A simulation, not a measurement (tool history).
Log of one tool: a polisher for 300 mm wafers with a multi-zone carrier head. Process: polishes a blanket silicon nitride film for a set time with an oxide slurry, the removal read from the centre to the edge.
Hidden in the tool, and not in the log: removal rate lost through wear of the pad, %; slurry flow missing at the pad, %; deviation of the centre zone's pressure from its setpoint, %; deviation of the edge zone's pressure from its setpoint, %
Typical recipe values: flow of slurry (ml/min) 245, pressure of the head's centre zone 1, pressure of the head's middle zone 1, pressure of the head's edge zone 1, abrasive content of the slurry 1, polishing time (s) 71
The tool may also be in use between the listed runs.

run   hour  flow of slurry (ml/min)  pressure of the head's centre zone  pressure of the head's middle zone  pressure of the head's edge zone  abrasive content of the slurry  polishing time (s)  wafers since the last listed run  wafers polished on this pad  hours since the slurry nozzle was cleaned  hours since the centre zone pressure was calibrated  hours since the edge zone pressure was calibrated  hours since the carrier head's membrane was replaced  incoming thickness of the incoming film, nm  film removed at the wafer's centre (Å)  film removed at mid-radius (Å)  film removed at the wafer's edge (Å)
  1      0                      245                                   1                                   1                                 1                               1                  87                                 0                         1104                                        674                                                413.1                                              349.9                                                  78.9                                        418.7                                     647                             681                                   659
  2   30.6                      245                                   1                                   1                                 1                               1                  88                               182                         1286                                      704.6                                                443.7                                              380.5                                                 109.5                                        421.2                                     644                             678                                   680
      38.3  -- worn pad replaced by a new one
      45.6  -- slurry nozzle cleaned
  3     53                      270                                   1                                   1                                 1                               1                  71                               103                           81                                        7.4                                                466.1                                              402.9                                                 131.9                                        426.3                                     497                             525                                   529
  4   82.8                      245                                   1                                1.08                                 1                               1                  71                               177                          258                                       37.2                                                495.9                                              432.7                                                 161.7                                          421                                     484                             537                                   509
  5    104                      200                                   1                                1.11                              0.92                               1                  92                               126                          384                                       58.4                                                517.1                                              453.9                                                 182.9                                        417.4                                     580                             679                                   601
  6  134.2                      245                                   1                                 1.1                                 1                               1                  71                               179                          564                                       88.6                                                547.3                                              484.1                                                 213.1                                        419.1                                     481                             544                                   496
  7  149.9                      245                                   1                                   1                                 1                             1.2                  88                                93                          658                                      104.3                                                  563                                              499.8                                                 228.8                                        417.3                                     637                             655                                   653
       169  -- slurry nozzle cleaned, repeated, since the last time left the tool worse
  8  170.5                      245                                   1                                   1                                 1                             1.2                  88                               116                          774                                        1.5                                                583.6                                              520.4                                                 249.4                                        419.3                                     739                             755                                   729
     210.1  -- edge zone pressure recalibrated
     262.3  -- worn pad replaced by a new one
  9  270.7                      245                                1.05                                   1                               0.9                            1.25                  71                               560                           49                                      101.7                                                683.8                                               60.6                                                 349.6                                        423.4                                     605                             612                                   559
 10  298.3                      215                                0.91                                1.05                                 1                               1                  51                               164                          213                                      129.3                                                711.4                                               88.2                                                 377.2                                        417.7                                     346                             424                                   382
 11  318.9                      245                                   1                                   1                                 1                               1                  89                               122                          336                                      149.9                                                  732                                              108.8                                                 397.8                                        411.2                                     672                             702                                   688
 12  350.8                      245                                 0.9                                1.03                                 1                               1                  71                               189                          526                                      181.8                                                763.9                                              140.7                                                 429.7                                        414.2                                     488                             584                                   545
 13  394.7                      315                                0.94                                   1                              0.92                            0.85                  71                               261                          787                                      225.7                                                807.8                                              184.6                                                 473.6                                        418.9                                     493                             540                                   508
     409.8  -- centre zone pressure recalibrated
 14  418.4                      245                                   1                                   1                                 1                               1                  71                               129                          916                                      249.4                                                  8.6                                              208.3                                                 497.3                                        417.4                                     534                             558                                   540
 15  437.9                      245                                   1                                   1                                 1                               1                  71                               116                         1032                                      268.9                                                 28.1                                              227.8                                                 516.8                                          420                                     527                             556                                   544
 16  458.5                      245                                   1                                0.93                                 1                               1                  71                               122                         1155                                      289.5                                                 48.7                                              248.4                                                 537.4                                        416.8                                     530                             529                                   542
 17  487.5                      245                                   1                                   1                              1.12                            1.25                  71                               172                         1327                                      318.5                                                 77.7                                              277.4                                                 566.4                                        415.6                                     584                             608                                   627

The next listed run, before its measurement:
 18  521.5                      245                                   1                                   1                                 1                               1                  71                               202                         1529                                      352.5                                                111.7                                              311.4                                                 600.4                                        419.5                                       ?                               ?                                     ?

{"run 18": {"film removed at the wafer's centre (Å)": 530, "film removed at mid-radius (Å)": 553, "film removed at the wafer's edge (Å)": 534}}
Had the tool carried no hidden state, the very same run would have given film removed at the wafer's centre (Å) 553, film removed at mid-radius (Å) 573, film removed at the wafer's edge (Å) 548.
